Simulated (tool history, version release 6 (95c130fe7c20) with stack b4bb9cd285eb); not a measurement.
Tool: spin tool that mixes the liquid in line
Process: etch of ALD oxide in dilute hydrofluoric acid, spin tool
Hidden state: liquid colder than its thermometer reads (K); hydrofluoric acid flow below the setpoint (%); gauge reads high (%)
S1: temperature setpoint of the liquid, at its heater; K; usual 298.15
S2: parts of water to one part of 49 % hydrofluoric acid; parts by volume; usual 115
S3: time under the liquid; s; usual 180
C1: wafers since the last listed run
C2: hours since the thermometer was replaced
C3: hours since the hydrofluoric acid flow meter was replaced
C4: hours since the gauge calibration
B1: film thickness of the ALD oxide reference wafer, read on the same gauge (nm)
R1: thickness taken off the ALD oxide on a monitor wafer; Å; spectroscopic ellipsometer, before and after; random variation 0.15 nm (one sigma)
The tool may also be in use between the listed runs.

run   hour      S1   S2   S3   C1      C2      C3     C4      B1     R1
  1      0  298.15  115  180    0  2163.9  1799.2    8.5  120.02    149
  2    104  298.15   75  180  722  2267.9  1903.2  112.5  119.96  239.6
  3    137  298.15   75  180  229  2300.9  1936.2  145.5     120  241.9
  4  160.1  298.15   75  180  160    2324  1959.3  168.6  120.02  236.1
  5  176.1  298.15  115  180  111    2340  1975.3  184.6     120  148.7
  6  192.7  298.15  115  180  115  2356.6  1991.9  201.2  120.02  148.3
  7  208.4  298.15  115  140  109  2372.3  2007.6  216.9  119.98  115.3
  8  228.7  298.15  135  180  141  2392.6  2027.9  237.2     120  123.2
  9  253.8  298.15  135  180  174  2417.7    2053  262.3     120  123.5
 10  289.4  298.15  115  180  247  2453.3  2088.6  297.9  120.01  147.5
 11  301.5  298.15  115  180   84  2465.4  2100.7    310  119.99  148.4
 12  327.5  298.15  115  180  180  2491.4  2126.7    336  120.02  147.7
 13  354.3  298.15   75  100  186  2518.2  2153.5  362.8     120  131.9
 14  380.8  298.15  115  180  184  2544.7    2180  389.3  120.01  145.4
     397.7  -- hydrofluoric acid flow meter replaced
 15  406.3  298.15  115  180  170  2570.2     8.6  414.8  120.05  144.1
 16  434.2  298.15  115  180  193  2598.1    36.5  442.7  119.98  143.9
 17  457.7  296.65  115  180  163  2621.6      60  466.2     120  136.1
 18  476.8  298.15  115  135  132  2640.7    79.1  485.3  119.97  109.8
 19  509.3  302.15  100   80  225  2673.2   111.6  517.8  119.97   88.8
 20  524.2  295.15   65  180  103  2688.1   126.5  532.7  119.96  242.4
 21    540  295.15  115  115  109  2703.9   142.3  548.5     120   81.3
 22  564.1  300.65  160   90  167    2728   166.4  572.6  119.99     55
 23  588.9  296.15  115  180  172  2752.8   191.2  597.4  119.99    134
 24  622.4  294.65  115  180  232  2786.3   224.7  630.9     120    128
     635.8  -- gauge calibrated
 25  646.1  296.65  140  260  164    2810   248.4   10.3  119.95  158.7
     650.6  -- thermometer replaced
 26  671.9  301.65  115  285  172    21.3   274.2   36.1  120.05  292.9
 27  698.4  301.15  115  285  184    47.8   300.7   62.6     120    285
 28  719.4  298.15  115  180  145    68.8   321.7   83.6  120.03  161.3
 29  749.2  298.15  150  180  207    98.6   351.5  113.4  119.98  117.9
 30  783.3  301.65  150  130  237   132.7   385.6  147.5  120.01   96.1
 31  796.1  303.15   75  250   88   145.5   398.4  160.3  120.02  426.8
 32  826.2  298.15  115  180  209   175.6   428.5  190.4     120  158.6
 33  846.1  298.15  115  180  138   195.5   448.4  210.3  119.96  158.7
 34  858.7  298.15  115  180   87   208.1     461  222.9  119.98  159.9

4 ways to go on from here, each from the tool as it stands after run 34. What would each give?
  A  859.2  298.15  115  180   3  208.6  461.5  223.4   ?   ?
  B  859.2  294.15  115  285   3  208.6  461.5  223.4   ?   ?
  C  859.2  293.65  165  210   3  208.6  461.5  223.4   ?   ?
  D  859.2  293.65   75  240   3  208.6  461.5  223.4   ?   ?

run      B1     R1
  A  120.07  158.2
  B  120.07  213.7
  C  120.07    102
  D  120.07  282.9
Without the tool's hidden state the same runs would have given:
run     R1
  A  159.8
  B  215.9
  C    103
  D    286
